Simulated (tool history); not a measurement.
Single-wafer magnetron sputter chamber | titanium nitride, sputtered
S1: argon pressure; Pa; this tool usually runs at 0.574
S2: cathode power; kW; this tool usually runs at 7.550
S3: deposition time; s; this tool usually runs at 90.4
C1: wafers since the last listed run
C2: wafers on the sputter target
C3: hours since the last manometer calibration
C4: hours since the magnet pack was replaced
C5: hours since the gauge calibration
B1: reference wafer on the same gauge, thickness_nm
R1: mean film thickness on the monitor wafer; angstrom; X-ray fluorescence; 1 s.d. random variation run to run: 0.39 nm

Run 1, hour 0.0: usual settings; C1 0; C2 3190; C3 2554.5; C4 8026.4; C5 143.8; B1 153.013. Result: R1 1249.94 angstrom.
Run 2, hour 11.3: usual settings; C1 179; C2 3370; C3 2565.8; C4 8037.7; C5 155.1; B1 152.925. Result: R1 1244.91 angstrom.
Run 3, hour 22.7: usual settings; C1 181; C2 3551; C3 2577.2; C4 8049.1; C5 166.5; B1 152.984. Result: R1 1243.63 angstrom.
Run 4, hour 72.2: usual settings; C1 788; C2 4340; C3 2626.7; C4 8098.6; C5 216.0; B1 152.936. Result: R1 1244.46 angstrom.
Run 5, hour 78.4: usual settings; C1 98; C2 4438; C3 2632.9; C4 8104.8; C5 222.2; B1 153.015. Result: R1 1246.63 angstrom.
Run 6, hour 85.7: usual settings; C1 116; C2 4555; C3 2640.2; C4 8112.1; C5 229.5; B1 153.098. Result: R1 1238.85 angstrom.
Run 7, hour 93.6: usual settings but S1 0.742 Pa, S3 96.9 s; C1 125; C2 4680; C3 2648.1; C4 8120.0; C5 237.4; B1 152.982. Result: R1 1238.35 angstrom.
Run 8, hour 100.5: usual settings but S1 0.742 Pa, S3 96.9 s; C1 109; C2 4790; C3 2655.0; C4 8126.9; C5 244.3; B1 153.048. Result: R1 1237.63 angstrom.
Run 9, hour 116.1: usual settings; C1 248; C2 5039; C3 2670.6; C4 8142.5; C5 259.9; B1 152.960. Result: R1 1239.92 angstrom.
At hour 135.5: magnet pack replaced.
Run 10, hour 136.0: usual settings but S2 8.100 kW; C1 189; C2 5228; C3 2690.5; C4 0.5; C5 279.8; B1 152.974. Result: R1 1332.75 angstrom.
Run 11, hour 150.1: usual settings; C1 224; C2 5453; C3 2704.6; C4 14.6; C5 293.9; B1 152.967. Result: R1 1240.71 angstrom.
At hour 151.3: gauge calibrated.
At hour 160.9: sputter target and shields replaced.
At hour 165.9: capacitance manometer re-zeroed and calibrated.
Run 12, hour 166.4: usual settings; C1 53; C2 8; C3 0.5; C4 30.9; C5 15.1; B1 152.901. Result: R1 1199.27 angstrom.
Run 13, hour 170.9: usual settings but S1 0.757 Pa, S2 9.300 kW, S3 80.2 s; C1 71; C2 79; C3 5.0; C4 35.4; C5 19.6; B1 152.966. Result: R1 1206.42 angstrom.
Run 14, hour 184.4: usual settings but S1 0.511 Pa, S2 6.050 kW, S3 74.5 s; C1 214; C2 294; C3 18.5; C4 48.9; C5 33.1; B1 152.941. Result: R1 808.48 angstrom.
Run 15, hour 192.5: usual settings but S1 0.661 Pa, S2 6.750 kW; C1 128; C2 423; C3 26.6; C4 57.0; C5 41.2; B1 153.081. Result: R1 1022.01 angstrom.
At hour 213.2: sputter target and shields replaced, repeated, since the last time left the tool worse.
Run 16, hour 213.7: usual settings but S1 0.439 Pa; C1 210; C2 8; C3 47.8; C4 78.2; C5 62.4; B1 153.036. Result: R1 1374.61 angstrom.
Run 17, hour 217.7: usual settings; C1 63; C2 72; C3 51.8; C4 82.2; C5 66.4; B1 153.015. Result: R1 1289.45 angstrom.
Run 18, hour 230.2: usual settings; C1 199; C2 271; C3 64.3; C4 94.7; C5 78.9; B1 152.956. Result: R1 1282.09 angstrom.
Run 19, hour 282.4: usual settings but S1 0.785 Pa, S2 9.250 kW, S3 72.4 s; C1 831; C2 1102; C3 116.5; C4 146.9; C5 131.1; B1 152.981. Result: R1 1131.51 angstrom.
Run 20, hour 295.8: usual settings but S1 0.513 Pa, S2 8.650 kW, S3 76.3 s; C1 213; C2 1316; C3 129.9; C4 160.3; C5 144.5; B1 152.965. Result: R1 1253.06 angstrom.
Run 21, hour 310.7: usual settings but S1 0.742 Pa, S3 96.9 s; C1 237; C2 1553; C3 144.8; C4 175.2; C5 159.4; B1 152.938. Result: R1 1250.85 angstrom.
Run 22, hour 319.9: usual settings but S3 74.6 s; C1 146; C2 1699; C3 154.0; C4 184.4; C5 168.6; B1 152.984. Result: R1 1037.09 angstrom.
Run 23, hour 335.3: usual settings but S1 0.413 Pa, S2 8.200 kW, S3 98.9 s; C1 245; C2 1945; C3 169.4; C4 199.8; C5 184.0; B1 153.024. Result: R1 1600.53 angstrom.
Run 24, hour 346.5: usual settings but S2 5.800 kW; C1 178; C2 2123; C3 180.6; C4 211.0; C5 195.2; B1 153.060. Result: R1 965.08 angstrom.
Run 25, hour 357.3: usual settings but S1 0.693 Pa, S2 5.700 kW, S3 102.3 s; C1 171; C2 2295; C3 191.4; C4 221.8; C5 206.0; B1 153.011. Result: R1 1013.66 angstrom.

Hidden state or all else? Some run-to-run changes of R1, split into what the settings, what came in and random variation would give without the hidden state, and what is left for the hidden state (with any gauge scatter that isn't in both results):
The hidden state here: deposition rate above that of a new target (%); true argon pressure above the setpoint (%); gauge reads high (%).
Run 11 -> 12: gauge calibrated, sputter target and shields replaced, capacitance manometer re-zeroed and calibrated. R1 -41.44 angstrom: hidden state -40.57, all else -0.87.
Run 15 -> 16: S1 0.661 -> 0.439, S2 6.750 -> 7.550, sputter target and shields replaced, repeated, since the last time left the tool worse. R1 +352.60 angstrom: hidden state +85.74, all else +266.86.
Run 22 -> 23: S1 0.574 -> 0.413, S2 7.550 -> 8.200, S3 74.6 -> 98.9. R1 +563.44 angstrom: hidden state -18.78, all else +582.22.
Run 23 -> 24: S1 0.413 -> 0.574, S2 8.200 -> 5.800, S3 98.9 -> 90.4. R1 -635.45 angstrom: hidden state +17.28, all else -652.73.
